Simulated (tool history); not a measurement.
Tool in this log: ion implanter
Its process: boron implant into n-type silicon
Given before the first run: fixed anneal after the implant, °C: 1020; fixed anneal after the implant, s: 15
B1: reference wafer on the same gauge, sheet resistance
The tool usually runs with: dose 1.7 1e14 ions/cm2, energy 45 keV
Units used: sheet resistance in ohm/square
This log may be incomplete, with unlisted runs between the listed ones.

{"run": 1, "hour": 0.0, "dose": 1.7, "energy": 45, "B1": 510.13, "sheet resistance": 498.58}
{"run": 2, "hour": 13.5, "dose": 2.1, "energy": 45, "B1": 509.75, "sheet resistance": 427.68}
{"run": 3, "hour": 20.2, "dose": 2.1, "energy": 45, "B1": 510.12, "sheet resistance": 428.26}
{"run": 4, "hour": 29.5, "dose": 1.85, "energy": 45, "B1": 509.91, "sheet resistance": 470.12}
{"run": 5, "hour": 35.6, "dose": 1.85, "energy": 45, "B1": 510.12, "sheet resistance": 469.28}
{"run": 6, "hour": 44.6, "dose": 1.7, "energy": 45, "B1": 510.02, "sheet resistance": 500.43}
{"run": 7, "hour": 60.1, "dose": 1.7, "energy": 45, "B1": 510.01, "sheet resistance": 500.23}
{"run": 8, "hour": 76.5, "dose": 1.7, "energy": 45, "B1": 509.77, "sheet resistance": 500.81}
{"run": 9, "hour": 83.0, "dose": 1.7, "energy": 54, "B1": 510, "sheet resistance": 485.82}
{"run": 10, "hour": 94.5, "dose": 1.7, "energy": 54, "B1": 510.11, "sheet resistance": 484.99}
{"run": 11, "hour": 106.2, "dose": 1.7, "energy": 54, "B1": 509.93, "sheet resistance": 485.66}
{"run": 12, "hour": 114.0, "dose": 1.35, "energy": 59, "B1": 509.94, "sheet resistance": 563.89}
{"run": 13, "hour": 129.9, "dose": 1.97, "energy": 39.5, "B1": 510.04, "sheet resistance": 458.6}
{"run": 14, "hour": 143.1, "dose": 2.12, "energy": 51.5, "B1": 509.91, "sheet resistance": 404.61}
{"run": 15, "hour": 152.1, "dose": 1.85, "energy": 45, "B1": 510.17, "sheet resistance": 457.1}
{"run": 16, "hour": 158.4, "dose": 1.45, "energy": 36.5, "B1": 510.01, "sheet resistance": 566.33}
{"run": 17, "hour": 171.0, "dose": 1.41, "energy": 32.5, "B1": 509.91, "sheet resistance": 589.03}
{"run": 18, "hour": 185.9, "dose": 1.83, "energy": 35.5, "B1": 509.83, "sheet resistance": 478.51}
{"run": 19, "hour": 231.1, "dose": 1.94, "energy": 45, "B1": 509.93, "sheet resistance": 442.77}
{"run": 20, "hour": 240.4, "dose": 1.7, "energy": 45, "B1": 509.78, "sheet resistance": 488.57}
{"run": 21, "hour": 253.7, "dose": 1.7, "energy": 45, "B1": 509.82, "sheet resistance": 487.34}
{"run": 22, "hour": 270.5, "dose": 1.41, "energy": 45, "B1": 510.13, "sheet resistance": 559.64}
{"run": 23, "hour": 277.9, "dose": 1.56, "energy": 45, "B1": 510.07, "sheet resistance": 520.23}

Taken out of this log: 3 entries between the listed runs. Where each belongs, and how the hidden state differs across it:
Logged between run 13 and run 14: gauge calibrated (hour 139); Faraday cup replaced and dose calibrated (hour 142.6)
  deviation of the true dose from the Faraday cup's reading, %: -4.36 -> -0.478
  the result without the hidden state subtracted from the measured one, sheet resistance: +15.09 -> +1.43 ohm/square
Logged between run 16 and run 17: extraction supply calibrated (hour 170.5)
  deviation of the true dose from the Faraday cup's reading, %: -0.522 -> -0.558
  the result without the hidden state subtracted from the measured one, sheet resistance: +2.18 -> +2.44 ohm/square
